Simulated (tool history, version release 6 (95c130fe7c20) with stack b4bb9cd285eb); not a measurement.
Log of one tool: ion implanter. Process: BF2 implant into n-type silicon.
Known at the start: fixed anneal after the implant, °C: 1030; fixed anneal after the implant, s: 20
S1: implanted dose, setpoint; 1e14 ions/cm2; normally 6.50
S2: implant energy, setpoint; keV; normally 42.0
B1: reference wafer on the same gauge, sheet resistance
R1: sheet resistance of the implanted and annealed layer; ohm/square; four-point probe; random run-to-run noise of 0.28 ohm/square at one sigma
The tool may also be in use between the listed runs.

| run | day | S1 | S2 | B1 | R1 |
|---|---|---|---|---|---|
| 1 | 0.000 | 6.50 | 42.0 | 163.02 | 196.29 |
| 2 | 0.312 | 6.50 | 42.0 | 163.00 | 195.76 |
| 3 | 0.638 | 6.50 | 42.0 | 162.97 | 196.17 |
| 4 | 1.192 | 6.50 | 42.0 | 162.96 | 196.26 |
| 5 | 2.475 | 6.50 | 42.0 | 162.91 | 196.24 |
| 6 | 3.146 | 6.50 | 42.0 | 163.06 | 196.18 |
| 7 | 3.783 | 7.20 | 42.0 | 163.03 | 179.39 |
| 8 | 4.162 | 6.50 | 42.0 | 163.07 | 196.02 |
| 9 | 4.667 | 6.50 | 42.0 | 163.07 | 187.69 |
| 10 | 5.325 | 6.50 | 42.0 | 162.98 | 187.96 |
| 11 | 5.700 | 5.68 | 42.0 | 162.95 | 211.02 |
| 12 | 6.346 | 5.68 | 42.0 | 163.05 | 210.65 |
| 13 | 6.921 | 5.68 | 42.0 | 163.02 | 211.15 |
| 14 | 7.479 | 5.83 | 54.0 | 163.00 | 203.06 |
| 15 | 7.867 | 6.50 | 42.0 | 163.04 | 188.35 |
| 16 | 8.550 | 7.55 | 37.0 | 162.98 | 169.15 |
| 17 | 9.004 | 6.50 | 42.0 | 163.03 | 188.88 |
| 18 | 9.412 | 5.37 | 42.0 | 162.96 | 222.51 |
| 19 | 10.138 | 5.61 | 49.0 | 162.94 | 212.07 |
| 20 | 10.875 | 7.30 | 31.5 | 162.92 | 179.50 |
| 21 | 11.250 | 8.05 | 53.5 | 162.97 | 154.15 |
| 22 | 11.925 | 5.16 | 42.0 | 163.06 | 231.45 |
| 23 | 12.233 | 6.50 | 42.0 | 163.01 | 189.65 |
| 24 | 12.738 | 7.47 | 49.5 | 162.90 | 165.81 |
| 25 | 13.246 | 8.33 | 42.0 | 162.94 | 154.30 |
| 26 | 13.721 | 6.50 | 49.0 | 162.92 | 187.29 |

Withheld: 4 entries from between the runs. Position of each, and hidden state at the listed run before versus the listed run after:
Between runs 1 and 2: gauge calibrated (day 0.192)
  the hidden state is the same at both runs
  measured result minus the result with no hidden state, R1: +8.51 -> +8.49 ohm/square
Between runs 8 and 9: Faraday cup replaced and dose calibrated (day 4.646)
  deviation of the true dose from the Faraday cup's reading, %: -5.06 -> -0.209
  measured result minus the result with no hidden state, R1: +8.57 -> +0.34 ohm/square
Between runs 11 and 12: gauge calibrated (day 6.183)
  deviation of the true dose from the Faraday cup's reading, %: -0.381 -> -0.486
  measured result minus the result with no hidden state, R1: +0.69 -> +0.88 ohm/square
Between runs 19 and 20: extraction supply calibrated (day 10.783)
  deviation of the true dose from the Faraday cup's reading, %: -1.06 -> -1.16
  measured result minus the result with no hidden state, R1: +1.94 -> +1.60 ohm/square

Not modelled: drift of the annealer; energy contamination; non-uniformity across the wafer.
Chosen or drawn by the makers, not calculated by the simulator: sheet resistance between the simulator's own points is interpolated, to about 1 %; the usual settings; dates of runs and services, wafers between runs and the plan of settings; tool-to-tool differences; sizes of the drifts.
